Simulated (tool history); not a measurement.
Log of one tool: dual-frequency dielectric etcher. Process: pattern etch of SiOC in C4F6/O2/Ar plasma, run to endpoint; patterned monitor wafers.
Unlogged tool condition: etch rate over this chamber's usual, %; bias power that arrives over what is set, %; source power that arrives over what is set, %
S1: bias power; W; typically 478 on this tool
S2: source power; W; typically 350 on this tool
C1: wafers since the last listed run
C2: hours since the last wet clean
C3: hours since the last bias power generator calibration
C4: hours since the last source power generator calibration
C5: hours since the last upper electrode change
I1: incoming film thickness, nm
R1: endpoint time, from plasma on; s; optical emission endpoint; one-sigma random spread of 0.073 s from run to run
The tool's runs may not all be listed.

Run 1, hour 0: usual settings; C1 0; C2 299.9; C3 2532.9; C4 1011.6; C5 4128.4; I1 33.34. Result: R1 12 s.
Run 2, hour 106.8: usual settings; C1 2206; C2 406.7; C3 2639.7; C4 1118.4; C5 4235.2; I1 33.62. Result: R1 12.2 s.
Run 3, hour 126: usual settings; C1 396; C2 425.9; C3 2658.9; C4 1137.6; C5 4254.4; I1 33.41. Result: R1 12 s.
Run 4, hour 156: usual settings; C1 619; C2 455.9; C3 2688.9; C4 1167.6; C5 4284.4; I1 33.23. Result: R1 12 s.
Run 5, hour 174.2: usual settings; C1 376; C2 474.1; C3 2707.1; C4 1185.8; C5 4302.6; I1 33.48. Result: R1 12 s.
At hour 256.9: wet clean of the chamber.
Run 6, hour 257.4: usual settings; C1 1223; C2 0.5; C3 2790.3; C4 1269; C5 4385.8; I1 33.67. Result: R1 12 s.
Run 7, hour 274.6: usual settings but S1 436 W, S2 420 W; C1 355; C2 17.7; C3 2807.5; C4 1286.2; C5 4403; I1 33.39. Result: R1 11.4 s.
Run 8, hour 309.9: usual settings but S1 436 W, S2 420 W; C1 729; C2 53; C3 2842.8; C4 1321.5; C5 4438.3; I1 33.59. Result: R1 11.5 s.
Run 9, hour 379.5: usual settings; C1 1438; C2 122.6; C3 2912.4; C4 1391.1; C5 4507.9; I1 33.65. Result: R1 12 s.
Run 10, hour 403: usual settings; C1 485; C2 146.1; C3 2935.9; C4 1414.6; C5 4531.4; I1 33.68. Result: R1 12.1 s.
At hour 453.9: upper electrode replaced.
At hour 456.1: source power generator calibrated.
Run 11, hour 456.6: usual settings; C1 566; C2 199.7; C3 2989.5; C4 0.5; C5 2.7; I1 33.26. Result: R1 11.8 s.
Run 12, hour 456.9: usual settings but S1 509 W, S2 380 W; C1 6; C2 200; C3 2989.8; C4 0.8; C5 3; I1 33.61. Result: R1 11.2 s.
Run 13, hour 476.8: usual settings but S1 579 W, S2 320 W; C1 411; C2 219.9; C3 3009.7; C4 20.7; C5 22.9; I1 33.43. Result: R1 11.5 s.
At hour 506.8: bias power generator calibrated.
Run 14, hour 507.3: usual settings but S1 370 W, S2 390 W; C1 547; C2 250.4; C3 0.5; C4 51.2; C5 53.4; I1 33.45. Result: R1 13.1 s.
Run 15, hour 526.7: usual settings; C1 400; C2 269.8; C3 19.9; C4 70.6; C5 72.8; I1 33.63. Result: R1 12 s.
Run 16, hour 600.1: usual settings; C1 1516; C2 343.2; C3 93.3; C4 144; C5 146.2; I1 33.47. Result: R1 12 s.
Run 17, hour 621.3: usual settings but S1 423 W, S2 260 W; C1 438; C2 364.4; C3 114.5; C4 165.2; C5 167.4; I1 33.32. Result: R1 15.6 s.
Run 18, hour 656.4: usual settings but S2 320 W; C1 725; C2 399.5; C3 149.6; C4 200.3; C5 202.5; I1 33. Result: R1 12.5 s.
Run 19, hour 684.9: usual settings but S1 542 W, S2 320 W; C1 588; C2 428; C3 178.1; C4 228.8; C5 231; I1 33.45. Result: R1 12 s.
Run 20, hour 720.7: usual settings but S1 509 W, S2 280 W; C1 739; C2 463.8; C3 213.9; C4 264.6; C5 266.8; I1 33.72. Result: R1 13.5 s.
Run 21, hour 748.9: usual settings but S1 434 W; C1 582; C2 492; C3 242.1; C4 292.8; C5 295; I1 33.55. Result: R1 12.8 s.
Run 22, hour 764.2: usual settings; C1 316; C2 507.3; C3 257.4; C4 308.1; C5 310.3; I1 33.11. Result: R1 12 s.
Run 23, hour 777.3: usual settings but S1 574 W, S2 270 W; C1 270; C2 520.4; C3 270.5; C4 321.2; C5 323.4; I1 33.45. Result: R1 12.9 s.

Below are 4 alternative next runs, each starting from the tool's condition after run 23. Predict each:
Run A, hour 777.7: usual settings but S1 440 W; C1 8; C2 520.8; C3 270.9; C4 321.6; C5 323.8; I1 33.41. Result: R1 ?.
Run B, hour 777.7: usual settings but S2 260 W; C1 8; C2 520.8; C3 270.9; C4 321.6; C5 323.8; I1 33.41. Result: R1 ?.
Run C, hour 777.7: usual settings but S1 443 W, S2 420 W; C1 8; C2 520.8; C3 270.9; C4 321.6; C5 323.8; I1 33.41. Result: R1 ?.
Run D, hour 777.7: usual settings but S1 394 W, S2 380 W; C1 8; C2 520.8; C3 270.9; C4 321.6; C5 323.8; I1 33.41. Result: R1 ?.

run    R1
  A  12.7
  B  14.7
  C  11.4
  D  12.8
Stripped of hidden state, with their random variation kept, the same runs would have yielded:
run    R1
  A  12.7
  B  14.7
  C  11.4
  D  12.8
